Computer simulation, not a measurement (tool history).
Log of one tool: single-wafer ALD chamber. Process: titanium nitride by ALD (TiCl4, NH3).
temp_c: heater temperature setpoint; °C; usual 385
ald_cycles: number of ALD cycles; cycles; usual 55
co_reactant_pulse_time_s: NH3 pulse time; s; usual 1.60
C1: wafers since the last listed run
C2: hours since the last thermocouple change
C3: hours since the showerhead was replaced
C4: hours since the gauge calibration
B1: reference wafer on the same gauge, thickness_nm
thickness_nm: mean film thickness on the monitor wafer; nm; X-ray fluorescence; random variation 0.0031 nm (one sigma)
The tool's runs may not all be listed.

Run 1, hour 0.0: usual settings; C1 0; C2 1518.2; C3 5637.5; C4 159.9; B1 1.282. Result: thickness_nm 1.257 nm.
Run 2, hour 22.8: usual settings but ald_cycles 52 cycles, co_reactant_pulse_time_s 2.11 s; C1 117; C2 1541.0; C3 5660.3; C4 182.7; B1 1.280. Result: thickness_nm 1.201 nm.
Run 3, hour 45.0: usual settings but ald_cycles 58 cycles; C1 114; C2 1563.2; C3 5682.5; C4 204.9; B1 1.281. Result: thickness_nm 1.325 nm.
Run 4, hour 60.6: usual settings but ald_cycles 58 cycles; C1 80; C2 1578.8; C3 5698.1; C4 220.5; B1 1.279. Result: thickness_nm 1.320 nm.
Run 5, hour 73.2: usual settings but ald_cycles 58 cycles; C1 65; C2 1591.4; C3 5710.7; C4 233.1; B1 1.280. Result: thickness_nm 1.324 nm.
Run 6, hour 95.1: usual settings; C1 113; C2 1613.3; C3 5732.6; C4 255.0; B1 1.280. Result: thickness_nm 1.252 nm.
Run 7, hour 119.6: usual settings; C1 126; C2 1637.8; C3 5757.1; C4 279.5; B1 1.282. Result: thickness_nm 1.244 nm.
Run 8, hour 135.3: usual settings; C1 81; C2 1653.5; C3 5772.8; C4 295.2; B1 1.279. Result: thickness_nm 1.250 nm.
Run 9, hour 156.6: usual settings; C1 110; C2 1674.8; C3 5794.1; C4 316.5; B1 1.280. Result: thickness_nm 1.252 nm.
Run 10, hour 188.3: usual settings but ald_cycles 61 cycles; C1 164; C2 1706.5; C3 5825.8; C4 348.2; B1 1.280. Result: thickness_nm 1.387 nm.
Run 11, hour 289.1: usual settings but ald_cycles 62 cycles, co_reactant_pulse_time_s 2.09 s; C1 521; C2 1807.3; C3 5926.6; C4 449.0; B1 1.280. Result: thickness_nm 1.441 nm.
Run 12, hour 310.3: usual settings but ald_cycles 62 cycles, co_reactant_pulse_time_s 2.09 s; C1 109; C2 1828.5; C3 5947.8; C4 470.2; B1 1.279. Result: thickness_nm 1.431 nm.
Run 13, hour 343.9: usual settings but temp_c 396 °C, ald_cycles 58 cycles; C1 173; C2 1862.1; C3 5981.4; C4 503.8; B1 1.280. Result: thickness_nm 1.337 nm.
Run 14, hour 370.7: usual settings but temp_c 396 °C, ald_cycles 58 cycles; C1 138; C2 1888.9; C3 6008.2; C4 530.6; B1 1.281. Result: thickness_nm 1.337 nm.
Run 15, hour 389.0: usual settings but co_reactant_pulse_time_s 1.34 s; C1 94; C2 1907.2; C3 6026.5; C4 548.9; B1 1.280. Result: thickness_nm 1.233 nm.
Run 16, hour 409.7: usual settings but co_reactant_pulse_time_s 1.34 s; C1 107; C2 1927.9; C3 6047.2; C4 569.6; B1 1.281. Result: thickness_nm 1.236 nm.
Run 17, hour 444.9: usual settings but ald_cycles 63 cycles; C1 182; C2 1963.1; C3 6082.4; C4 604.8; B1 1.281. Result: thickness_nm 1.433 nm.
At hour 446.6: gauge calibrated.
Run 18, hour 479.6: usual settings but temp_c 396 °C, ald_cycles 46 cycles, co_reactant_pulse_time_s 1.02 s; C1 179; C2 1997.8; C3 6117.1; C4 33.0; B1 1.281. Result: thickness_nm 1.033 nm.
Run 19, hour 513.5: usual settings; C1 175; C2 2031.7; C3 6151.0; C4 66.9; B1 1.280. Result: thickness_nm 1.253 nm.
Run 20, hour 527.5: usual settings but ald_cycles 47 cycles; C1 72; C2 2045.7; C3 6165.0; C4 80.9; B1 1.280. Result: thickness_nm 1.070 nm.
Run 21, hour 546.3: usual settings; C1 97; C2 2064.5; C3 6183.8; C4 99.7; B1 1.281. Result: thickness_nm 1.252 nm.
At hour 563.2: showerhead replaced.
Run 22, hour 618.1: usual settings but temp_c 391 °C, ald_cycles 64 cycles, co_reactant_pulse_time_s 2.20 s; C1 330; C2 2136.3; C3 54.9; C4 171.5; B1 1.280. Result: thickness_nm 1.484 nm.
Run 23, hour 639.1: usual settings but temp_c 378 °C, co_reactant_pulse_time_s 1.24 s; C1 108; C2 2157.3; C3 75.9; C4 192.5; B1 1.279. Result: thickness_nm 1.214 nm.
Run 24, hour 654.6: usual settings but temp_c 376 °C, ald_cycles 46 cycles, co_reactant_pulse_time_s 1.08 s; C1 80; C2 2172.8; C3 91.4; C4 208.0; B1 1.280. Result: thickness_nm 1.002 nm.
Run 25, hour 671.1: usual settings but temp_c 391 °C, ald_cycles 46 cycles; C1 85; C2 2189.3; C3 107.9; C4 224.5; B1 1.280. Result: thickness_nm 1.052 nm.
At hour 679.4: thermocouple changed; heater temperature recalibrated.
Run 26, hour 694.3: usual settings; C1 78; C2 14.9; C3 131.1; C4 247.7; B1 1.279. Result: thickness_nm 1.255 nm.
Run 27, hour 714.9: usual settings but temp_c 397 °C, ald_cycles 59 cycles, co_reactant_pulse_time_s 1.99 s; C1 106; C2 35.5; C3 151.7; C4 268.3; B1 1.279. Result: thickness_nm 1.379 nm.
Run 28, hour 745.9: usual settings; C1 160; C2 66.5; C3 182.7; C4 299.3; B1 1.279. Result: thickness_nm 1.246 nm.
Run 29, hour 777.3: usual settings; C1 162; C2 97.9; C3 214.1; C4 330.7; B1 1.280. Result: thickness_nm 1.255 nm.
Run 30, hour 811.0: usual settings; C1 174; C2 131.6; C3 247.8; C4 364.4; B1 1.282. Result: thickness_nm 1.255 nm.
Run 31, hour 841.3: usual settings but temp_c 392 °C, ald_cycles 62 cycles; C1 156; C2 161.9; C3 278.1; C4 394.7; B1 1.280. Result: thickness_nm 1.416 nm.
Run 32, hour 875.3: usual settings but temp_c 379 °C, ald_cycles 47 cycles; C1 175; C2 195.9; C3 312.1; C4 428.7; B1 1.281. Result: thickness_nm 1.064 nm.
Run 33, hour 895.9: usual settings; C1 106; C2 216.5; C3 332.7; C4 449.3; B1 1.280. Result: thickness_nm 1.251 nm.
Run 34, hour 917.3: usual settings but temp_c 396 °C; C1 110; C2 237.9; C3 354.1; C4 470.7; B1 1.282. Result: thickness_nm 1.266 nm.
Run 35, hour 937.8: usual settings but ald_cycles 50 cycles; C1 106; C2 258.4; C3 374.6; C4 491.2; B1 1.280. Result: thickness_nm 1.136 nm.

What the log doesn't show, run by run:
wafer temperature above the value expected at the setpoint (K): 0 in every run
gauge reads high (%): 0 in every run
